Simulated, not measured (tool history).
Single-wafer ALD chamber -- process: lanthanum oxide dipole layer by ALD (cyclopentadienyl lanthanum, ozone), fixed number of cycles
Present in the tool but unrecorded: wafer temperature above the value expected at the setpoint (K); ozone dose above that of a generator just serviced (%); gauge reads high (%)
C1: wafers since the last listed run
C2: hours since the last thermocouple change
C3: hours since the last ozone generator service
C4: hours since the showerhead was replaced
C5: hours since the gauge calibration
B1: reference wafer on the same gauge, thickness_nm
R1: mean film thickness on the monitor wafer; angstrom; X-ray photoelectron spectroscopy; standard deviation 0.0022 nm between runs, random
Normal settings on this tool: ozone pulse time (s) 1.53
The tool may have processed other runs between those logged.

Run 1, day 0.000: usual settings; C1 0; C2 483.0; C3 637.1; C4 2176.2; C5 2381.2; B1 0.520. Result: R1 4.85 angstrom.
Run 2, day 4.317: usual settings but ozone pulse time (s) 1.18; C1 1800; C2 586.6; C3 740.7; C4 2279.8; C5 2484.8; B1 0.520. Result: R1 4.53 angstrom.
Run 3, day 7.908: usual settings but ozone pulse time (s) 1.05; C1 1498; C2 672.8; C3 826.9; C4 2366.0; C5 2571.0; B1 0.519. Result: R1 4.35 angstrom.
Run 4, day 11.021: usual settings; C1 1298; C2 747.5; C3 901.6; C4 2440.7; C5 2645.7; B1 0.520. Result: R1 4.84 angstrom.
Run 5, day 14.658: usual settings; C1 1517; C2 834.8; C3 988.9; C4 2528.0; C5 2733.0; B1 0.520. Result: R1 4.87 angstrom.
Run 6, day 18.388: usual settings; C1 1555; C2 924.3; C3 1078.4; C4 2617.5; C5 2822.5; B1 0.520. Result: R1 4.83 angstrom.
Run 7, day 21.762: usual settings; C1 1408; C2 1005.3; C3 1159.4; C4 2698.5; C5 2903.5; B1 0.520. Result: R1 4.83 angstrom.
Run 8, day 24.342: usual settings but ozone pulse time (s) 1.72; C1 1076; C2 1067.2; C3 1221.3; C4 2760.4; C5 2965.4; B1 0.520. Result: R1 4.91 angstrom.
Run 9, day 26.704: usual settings but ozone pulse time (s) 1.72; C1 985; C2 1123.9; C3 1278.0; C4 2817.1; C5 3022.1; B1 0.520. Result: R1 4.91 angstrom.
Run 10, day 30.017: usual settings but ozone pulse time (s) 1.72; C1 1381; C2 1203.4; C3 1357.5; C4 2896.6; C5 3101.6; B1 0.521. Result: R1 4.93 angstrom.
At day 30.442: showerhead replaced.
Run 11, day 32.675: usual settings but ozone pulse time (s) 1.15; C1 969; C2 1267.2; C3 1421.3; C4 53.6; C5 3165.4; B1 0.520. Result: R1 4.44 angstrom.
Run 12, day 35.775: usual settings but ozone pulse time (s) 1.15; C1 1293; C2 1341.6; C3 1495.7; C4 128.0; C5 3239.8; B1 0.520. Result: R1 4.40 angstrom.
Run 13, day 37.604: usual settings; C1 763; C2 1385.5; C3 1539.6; C4 171.9; C5 3283.7; B1 0.520. Result: R1 4.81 angstrom.
At day 38.879: ozone generator serviced.
Run 14, day 41.179: usual settings; C1 1352; C2 1471.3; C3 55.2; C4 257.7; C5 3369.5; B1 0.520. Result: R1 5.01 angstrom.
Run 15, day 43.933: usual settings but ozone pulse time (s) 1.13; C1 1149; C2 1537.4; C3 121.3; C4 323.8; C5 3435.6; B1 0.520. Result: R1 4.65 angstrom.
At day 46.696: gauge calibrated.
Run 16, day 47.362: usual settings but ozone pulse time (s) 0.99; C1 1430; C2 1619.7; C3 203.6; C4 406.1; C5 16.0; B1 0.519. Result: R1 4.43 angstrom.
Run 17, day 50.379: usual settings but ozone pulse time (s) 2.04; C1 1258; C2 1692.1; C3 276.0; C4 478.5; C5 88.4; B1 0.520. Result: R1 5.10 angstrom.
Run 18, day 54.175: usual settings; C1 1583; C2 1783.2; C3 367.1; C4 569.6; C5 179.5; B1 0.520. Result: R1 4.91 angstrom.
Run 19, day 56.238: usual settings; C1 860; C2 1832.7; C3 416.6; C4 619.1; C5 229.0; B1 0.520. Result: R1 4.93 angstrom.
Run 20, day 60.304: usual settings but ozone pulse time (s) 1.27; C1 1696; C2 1930.3; C3 514.2; C4 716.7; C5 326.6; B1 0.519. Result: R1 4.61 angstrom.
Run 21, day 64.433: usual settings but ozone pulse time (s) 1.12; C1 1722; C2 2029.4; C3 613.3; C4 815.8; C5 425.7; B1 0.520. Result: R1 4.46 angstrom.

Forecast run 22:
Run 22, day 67.767: usual settings but ozone pulse time (s) 1.79; C1 1390; C2 2109.4; C3 693.3; C4 895.8; C5 505.7; B1 ?. Result: R1 ?.

For run 22 the tool returned B1 0.520, R1 4.99 angstrom.
With the hidden condition absent and the run-to-run variation left alone, this run would have shown R1 5.12 angstrom.
